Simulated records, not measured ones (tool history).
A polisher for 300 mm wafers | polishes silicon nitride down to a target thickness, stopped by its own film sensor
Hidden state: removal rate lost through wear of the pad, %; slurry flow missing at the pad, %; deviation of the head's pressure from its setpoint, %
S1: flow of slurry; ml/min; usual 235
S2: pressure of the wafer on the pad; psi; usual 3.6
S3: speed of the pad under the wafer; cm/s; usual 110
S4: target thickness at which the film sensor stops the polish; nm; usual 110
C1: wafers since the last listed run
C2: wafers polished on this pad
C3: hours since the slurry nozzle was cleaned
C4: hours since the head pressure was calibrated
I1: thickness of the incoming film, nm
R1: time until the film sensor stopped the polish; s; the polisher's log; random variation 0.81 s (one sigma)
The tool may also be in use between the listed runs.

| run | hour | S1 | S2 | S3 | S4 | C1 | C2 | C3 | C4 | I1 | R1 |
|---|---|---|---|---|---|---|---|---|---|---|---|
| 1 | 0.0 | 235 | 3.6 | 110 | 133 | 0 | 1631 | 170.1 | 200.3 | 292.0 | 90.7 |
|  | 88.9 | worn pad replaced by a new one |
| 2 | 95.7 | 235 | 3.6 | 110 | 133 | 570 | 42 | 265.8 | 296.0 | 287.9 | 90.2 |
| 3 | 140.9 | 235 | 3.6 | 110 | 110 | 281 | 323 | 311.0 | 341.2 | 292.8 | 109.1 |
|  | 168.6 | slurry nozzle cleaned |
|  | 181.3 | head pressure recalibrated |
| 4 | 228.6 | 235 | 3.6 | 110 | 110 | 526 | 850 | 60.0 | 47.3 | 294.0 | 102.7 |
| 5 | 265.7 | 235 | 3.6 | 110 | 110 | 230 | 1081 | 97.1 | 84.4 | 296.4 | 104.9 |
| 6 | 319.4 | 235 | 3.6 | 110 | 110 | 334 | 1415 | 150.8 | 138.1 | 286.5 | 100.3 |
|  | 399.8 | worn pad replaced by a new one |
| 7 | 413.6 | 235 | 3.6 | 110 | 110 | 561 | 85 | 245.0 | 232.3 | 294.4 | 108.0 |
|  | 523.3 | slurry nozzle cleaned |
|  | 538.4 | head pressure recalibrated |
| 8 | 564.3 | 235 | 3.6 | 110 | 110 | 918 | 1004 | 41.0 | 25.9 | 289.3 | 101.8 |
| 9 | 645.2 | 235 | 2.9 | 110 | 110 | 503 | 1507 | 121.9 | 106.8 | 291.2 | 127.2 |
| 10 | 724.8 | 235 | 2.9 | 110 | 110 | 495 | 2002 | 201.5 | 186.4 | 290.9 | 128.2 |
|  | 790.5 | worn pad replaced by a new one |
| 11 | 803.0 | 280 | 3.6 | 110 | 110 | 461 | 77 | 279.7 | 264.6 | 293.6 | 104.8 |
| 12 | 845.1 | 235 | 3.6 | 100 | 142 | 261 | 339 | 321.8 | 306.7 | 289.2 | 97.1 |
|  | 909.5 | head pressure recalibrated |
|  | 912.9 | slurry nozzle cleaned |
| 13 | 950.5 | 235 | 3.6 | 110 | 110 | 636 | 976 | 37.6 | 41.0 | 288.3 | 99.7 |
| 14 | 1041.8 | 270 | 4.8 | 144 | 148 | 567 | 1544 | 128.9 | 132.3 | 288.1 | 47.0 |
|  | 1105.8 | worn pad replaced by a new one |
| 15 | 1142.5 | 205 | 3.6 | 100 | 110 | 601 | 228 | 229.6 | 233.0 | 289.8 | 113.2 |
|  | 1223.8 | head pressure recalibrated |
| 16 | 1245.7 | 235 | 4.5 | 110 | 80 | 629 | 857 | 332.8 | 21.9 | 291.4 | 102.4 |
|  | 1306.4 | slurry nozzle cleaned |
| 17 | 1355.5 | 280 | 3.6 | 110 | 110 | 676 | 1534 | 49.1 | 131.7 | 287.8 | 98.8 |
| 18 | 1430.5 | 235 | 3.6 | 110 | 163 | 466 | 2001 | 124.1 | 206.7 | 287.1 | 71.1 |
|  | 1467.0 | worn pad replaced by a new one |
| 19 | 1488.0 | 235 | 3.6 | 110 | 110 | 332 | 130 | 181.6 | 264.2 | 292.2 | 104.1 |
| 20 | 1569.7 | 235 | 4.5 | 78 | 146 | 508 | 638 | 263.3 | 345.9 | 291.7 | 90.6 |
|  | 1614.2 | head pressure recalibrated |
|  | 1621.7 | slurry nozzle cleaned |
| 21 | 1671.4 | 235 | 3.6 | 110 | 110 | 613 | 1252 | 49.7 | 57.2 | 290.5 | 102.4 |
| 22 | 1737.3 | 235 | 3.1 | 110 | 110 | 409 | 1662 | 115.6 | 123.1 | 290.1 | 115.5 |

Forecast each of these 4 alternatives for the next run:
| A | 1737.7 | 235 | 3.6 | 110 | 110 | 2 | 1665 | 116.0 | 123.5 | 286.9 | ? |
| B | 1737.7 | 155 | 4.3 | 110 | 110 | 2 | 1665 | 116.0 | 123.5 | 286.9 | ? |
| C | 1737.7 | 235 | 3.6 | 128 | 110 | 2 | 1665 | 116.0 | 123.5 | 286.9 | ? |
| D | 1737.7 | 235 | 4.6 | 110 | 93 | 2 | 1665 | 116.0 | 123.5 | 286.9 | ? |

| run | R1 |
|---|---|
| A | 99.0 |
| B | 88.4 |
| C | 87.7 |
| D | 85.3 |
Without the tool's hidden state the same runs would have given:
| run | R1 |
|---|---|
| A | 98.0 |
| B | 87.2 |
| C | 86.8 |
| D | 84.5 |
